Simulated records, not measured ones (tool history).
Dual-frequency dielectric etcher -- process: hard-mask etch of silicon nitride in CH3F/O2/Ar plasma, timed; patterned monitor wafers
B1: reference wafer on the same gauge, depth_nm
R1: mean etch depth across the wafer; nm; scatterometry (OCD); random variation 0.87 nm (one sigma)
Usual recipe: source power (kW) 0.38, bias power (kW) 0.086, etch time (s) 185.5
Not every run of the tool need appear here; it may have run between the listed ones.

{"run": 1, "hour": 0.0, "source power (kW)": 0.38, "bias power (kW)": 0.095, "etch time (s)": 185.5, "B1": 166.3, "R1": 147.7}
{"run": 2, "hour": 59.7, "source power (kW)": 0.38, "bias power (kW)": 0.086, "etch time (s)": 185.5, "B1": 166.2, "R1": 141.7}
{"hour": 176.5, "done": "wet clean of the chamber"}
{"run": 3, "hour": 231.5, "source power (kW)": 0.38, "bias power (kW)": 0.086, "etch time (s)": 185.5, "B1": 166.1, "R1": 147.7}
{"run": 4, "hour": 294.4, "source power (kW)": 0.38, "bias power (kW)": 0.086, "etch time (s)": 185.5, "B1": 166.1, "R1": 145.8}
{"run": 5, "hour": 326.5, "source power (kW)": 0.38, "bias power (kW)": 0.086, "etch time (s)": 185.5, "B1": 165.9, "R1": 144.8}
{"hour": 361.3, "done": "upper electrode replaced"}
{"run": 6, "hour": 369.1, "source power (kW)": 0.38, "bias power (kW)": 0.086, "etch time (s)": 185.5, "B1": 166, "R1": 145.9}
{"run": 7, "hour": 438.7, "source power (kW)": 0.38, "bias power (kW)": 0.086, "etch time (s)": 147.5, "B1": 165.9, "R1": 113.4}
{"run": 8, "hour": 489.5, "source power (kW)": 0.43, "bias power (kW)": 0.103, "etch time (s)": 185.5, "B1": 166.1, "R1": 157.5}
{"hour": 512.1, "done": "gauge calibrated"}
{"hour": 539.1, "done": "wet clean of the chamber"}
{"run": 9, "hour": 539.6, "source power (kW)": 0.38, "bias power (kW)": 0.086, "etch time (s)": 185.5, "B1": 165.9, "R1": 148.5}
{"hour": 556.0, "done": "source power generator calibrated"}
{"run": 10, "hour": 562.3, "source power (kW)": 0.42, "bias power (kW)": 0.086, "etch time (s)": 185.5, "B1": 166.4, "R1": 152.9}
{"hour": 588.4, "done": "bias power generator calibrated"}
{"run": 11, "hour": 629.7, "source power (kW)": 0.47, "bias power (kW)": 0.068, "etch time (s)": 185.5, "B1": 166.5, "R1": 150.3}
{"run": 12, "hour": 686.3, "source power (kW)": 0.38, "bias power (kW)": 0.066, "etch time (s)": 185.5, "B1": 165.8, "R1": 134.5}
{"run": 13, "hour": 728.6, "source power (kW)": 0.38, "bias power (kW)": 0.086, "etch time (s)": 185.5, "B1": 166.2, "R1": 145.2}
{"run": 14, "hour": 766.8, "source power (kW)": 0.38, "bias power (kW)": 0.073, "etch time (s)": 168.5, "B1": 166, "R1": 123.9}

What would each run have given without the hidden state, its run-to-run variation left as it was?
The hidden state here: etch rate over this chamber's usual, %; source power that arrives over what is set, %; bias power that arrives over what is set, %; gauge reads high (%).
run=1 R1=153
run=2 R1=148.2
run=3 R1=149
run=4 R1=148.5
run=5 R1=148.2
run=6 R1=150.2
run=7 R1=118.1
run=8 R1=165.2
run=9 R1=149.2
run=10 R1=154.1
run=11 R1=153.1
run=12 R1=138.1
run=13 R1=150.1
run=14 R1=128.8
